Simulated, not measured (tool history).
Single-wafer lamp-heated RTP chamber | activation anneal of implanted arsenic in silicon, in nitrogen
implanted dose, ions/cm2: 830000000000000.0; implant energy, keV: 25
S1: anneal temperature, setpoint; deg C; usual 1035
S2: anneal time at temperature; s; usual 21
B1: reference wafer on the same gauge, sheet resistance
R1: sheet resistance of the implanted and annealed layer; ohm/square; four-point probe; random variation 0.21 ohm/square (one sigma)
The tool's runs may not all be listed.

run    hour    S1  S2      B1      R1
  1     0.0  1035  21  113.98  124.20
  2    47.0  1035  21  113.94  123.78
  3    91.4  1035  21  113.98  123.49
  4   159.7  1035  21  114.00  123.02
      285.9  -- reflector plate cleaned
  5   307.5  1057  21  114.12  120.87
  6   351.8  1057  21  114.00  120.56
  7   439.0  1023  21  113.99  125.41
  8   521.9  1045  21  114.06  122.02
  9   613.3  1045  21  113.95  121.77
      717.9  -- pyrometer window cleaned and pyrometer calibrated
 10   861.6  1035  21  114.04  124.01
      964.5  -- reflector plate cleaned
 11  1067.8  1035  21  114.03  123.58
 12  1126.9  1035  21  114.00  123.73
 13  1176.9  1035  21  114.01  124.00
 14  1283.4  1035  21  113.94  123.62
     1517.6  -- pyrometer window cleaned and pyrometer calibrated
 15  1528.3  1013  12  114.05  130.60
 16  1577.1  1059  21  113.94  120.51
 17  1646.5  1057  16  113.93  122.52
     1728.8  -- reflector plate cleaned
 18  1729.2  1024  10  113.98  129.85
     2019.9  -- gauge calibrated
 19  2044.8  1007  12  113.99  130.40
 20  2141.8  1035  26  114.03  121.80
     2206.2  -- pyrometer window cleaned and pyrometer calibrated
 21  2235.4  1044  24  114.02  122.53
 22  2276.5  1035  33  114.06  121.37
 23  2353.5  1035  21  114.00  123.58
     2367.4  -- reflector plate cleaned
 24  2455.4  1051  13  113.94  124.77
 25  2528.0  1015  33  114.02  123.77
 26  2619.9  1012  21  114.00  126.58
 27  2701.4  1035  21  113.97  123.58
 28  2798.4  1035  21  114.04  122.63
 29  2848.7  1035  21  114.00  123.33
 30  2906.0  1011  31  114.04  123.93
     2952.8  -- pyrometer window cleaned and pyrometer calibrated
 31  2965.8  1035  21  114.05  124.12
     3045.4  -- reflector plate cleaned
 32  3063.4  1043  11  114.01  127.13
 33  3164.7  1006  11  114.05  132.04
 34  3214.3  1006  21  114.03  127.56
 35  3275.8  1017  24  113.91  125.10

Forecast each of these 5 alternatives for the next run:
  A  3276.2  1035  21   ?   ?
  B  3276.2  1011  33   ?   ?
  C  3276.2  1021  11   ?   ?
  D  3276.2  1015  21   ?   ?
  E  3276.2  1012  15   ?   ?

run      B1      R1
  A  114.00  124.24
  B  114.00  124.68
  C  114.00  129.98
  D  114.00  126.91
  E  114.00  129.34
Without the tool's hidden state the same runs would have given:
run      R1
  A  125.83
  B  126.39
  C  131.61
  D  128.53
  E  130.99
